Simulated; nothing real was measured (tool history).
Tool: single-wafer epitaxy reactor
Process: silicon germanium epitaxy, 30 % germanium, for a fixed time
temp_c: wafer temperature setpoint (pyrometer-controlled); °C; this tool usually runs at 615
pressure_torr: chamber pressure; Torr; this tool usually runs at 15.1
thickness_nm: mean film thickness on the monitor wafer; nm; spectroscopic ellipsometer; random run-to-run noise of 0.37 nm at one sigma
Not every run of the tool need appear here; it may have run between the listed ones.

run	hour	temp_c	pressure_torr	wafers since the last listed run	hours since the last pyrometer calibration	hours since the last manometer calibration	hours since the showerhead was replaced	hours since the gauge calibration	read-back reference wafer on the same gauge, thickness_nm	thickness_nm
1	0	623	16.7	0	2623.9	290.8	2991	720.6	55.669	76.147
2	31.1	623	16.7	872	2655	321.9	3022.1	751.7	55.518	76.712
3	43.9	615	15.1	359	2667.8	334.7	3034.9	764.5	55.494	64.437
4	68.9	611	12.7	701	2692.8	359.7	3059.9	789.5	55.519	55.861
5	102.8	611	12.7	951	2726.7	393.6	3093.8	823.4	55.442	56.95
6	130.1	611	12.7	766	2754	420.9	3121.1	850.7	55.54	56.306
7	165.8	615	15.1	1002	2789.7	456.6	3156.8	886.4	55.425	64.211
8	201.3	615	15.1	996	2825.2	492.1	3192.3	921.9	55.367	64.182
9	217.6	615	15.1	457	2841.5	508.4	3208.6	938.2	55.278	65.188
10	234.9	615	15.1	485	2858.8	525.7	3225.9	955.5	55.24	64.274
11	256.7	615	15.1	611	2880.6	547.5	3247.7	977.3	55.206	64.209
12	291.1	615	15.1	965	2915	581.9	3282.1	1011.7	55.13	64.168
# hour 348: pyrometer calibrated
13	365.8	615	15.1	1872	17.8	656.6	3356.8	1086.4	55.006	64.295
# hour 380.1: showerhead replaced
14	398.8	615	15.1	701	50.8	689.6	18.7	1119.4	54.957	63.366
15	422.6	615	15.1	668	74.6	713.4	42.5	1143.2	54.992	64.813
16	447.1	621	17.5	687	99.1	737.9	67	1167.7	54.836	74.806
# hour 464.7: gauge calibrated
17	481.3	615	15.1	959	133.3	772.1	101.2	16.6	56.274	64.867
18	501.3	600	17.1	561	153.3	792.1	121.2	36.6	56.259	55.048
19	535.9	602	11.6	971	187.9	826.7	155.8	71.2	56.321	47.703
20	555.8	608	17.4	558	207.8	846.6	175.7	91.1	56.279	62.634
21	588.8	615	15.1	926	240.8	879.6	208.7	124.1	56.258	65.891
22	620.7	605	12.9	895	272.7	911.5	240.6	156	56.216	52.42
23	653.3	627	17.7	915	305.3	944.1	273.2	188.6	56.195	83.887
24	682.8	623	17.9	827	334.8	973.6	302.7	218.1	56.229	79.688
25	701.9	625	12.7	536	353.9	992.7	321.8	237.2	56.151	71.055
26	719.5	621	17.8	493	371.5	1010.3	339.4	254.8	56.184	76.924
# hour 736.1: capacitance manometer re-zeroed and calibrated
27	744.8	603	15.1	485	396.8	8.7	364.7	280.1	56.22	54.071
28	769.7	615	15.1	698	421.7	33.6	389.6	305	56.085	65.668
29	798.4	627	15.1	805	450.4	62.3	418.3	333.7	56.187	78.26
30	828.8	629	17.5	853	480.8	92.7	448.7	364.1	56.111	86.391
31	848.9	615	12.4	564	500.9	112.8	468.8	384.2	56.135	60.035
32	878.7	609	13.9	836	530.7	142.6	498.6	414	56.147	57.355
33	910.5	615	15.1	892	562.5	174.4	530.4	445.8	56.069	65.352
34	931.1	615	15.1	578	583.1	195	551	466.4	56.091	65.533
35	954	615	15.1	642	606	217.9	573.9	489.3	56.062	64.832
36	973.5	605	18.4	547	625.5	237.4	593.4	508.8	56.058	60.448

3 options for the next run, each taken on its own from the tool as it stands now. Forecast them:
A	973.9	615	15.1	11	625.9	237.8	593.8	509.2	?	?
B	973.9	622	17.4	11	625.9	237.8	593.8	509.2	?	?
C	973.9	628	15.1	11	625.9	237.8	593.8	509.2	?	?

run	read-back reference wafer on the same gauge, thickness_nm	thickness_nm
A	55.976	64.816
B	55.976	76.687
C	55.976	79.119
With the hidden condition removed and each run's random variation left untouched, the same runs would have given:
run	thickness_nm
A	65.036
B	76.948
C	79.388
